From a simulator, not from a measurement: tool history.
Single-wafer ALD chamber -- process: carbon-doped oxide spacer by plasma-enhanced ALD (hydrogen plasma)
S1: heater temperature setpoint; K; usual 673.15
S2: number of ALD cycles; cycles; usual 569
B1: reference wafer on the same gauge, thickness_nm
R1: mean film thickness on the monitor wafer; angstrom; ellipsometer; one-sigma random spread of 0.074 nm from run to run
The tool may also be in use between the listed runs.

run,hour,S1,S2,B1,R1
1,0.0,673.15,569,32.600,287.97
2,11.4,673.15,569,32.617,286.42
3,23.3,673.15,569,32.576,287.11
4,41.0,673.15,569,32.583,286.71
5,81.3,673.15,569,32.559,287.28
6,102.4,673.15,569,32.575,287.09
7,115.6,673.15,569,32.579,286.31
8,128.9,673.15,496,32.587,250.71
9,142.5,673.15,496,32.580,248.72
10,155.6,673.15,569,32.566,287.76
11,166.9,673.15,569,32.627,288.14
12,174.0,673.15,569,32.605,286.62
13,184.2,663.15,569,32.583,287.21
14,193.7,673.15,569,32.591,287.60
15,220.1,683.15,615,32.629,299.76
16,221.3,673.15,533,32.588,269.62
17,233.7,673.15,569,32.596,287.11
18,249.0,666.15,628,32.620,316.35
19,256.9,664.15,517,32.591,261.27
20,271.9,673.15,569,32.638,287.53
21,280.4,673.15,569,32.605,287.55
22,290.3,673.15,569,32.603,287.39
23,299.0,686.15,620,32.630,299.49
24,309.9,673.15,666,32.591,336.12
25,320.9,673.15,569,32.633,287.17
26,331.2,679.15,569,32.638,282.34
27,343.1,673.15,527,32.595,265.56

Removed from this log: 3 entries logged between the listed runs. Between which two listed runs does each belong, and how does the tool's hidden state at the listed run before it compare with that at the listed run after it?
From run 7 to run 8: gauge calibrated (hour 122.6)
  nothing in the hidden state changes from one run to the other
From run 14 to run 15: thermocouple changed; heater temperature recalibrated (hour 219.6)
  nothing in the hidden state changes from one run to the other
From run 24 to run 25: gauge calibrated (hour 320.8)
  nothing in the hidden state changes from one run to the other
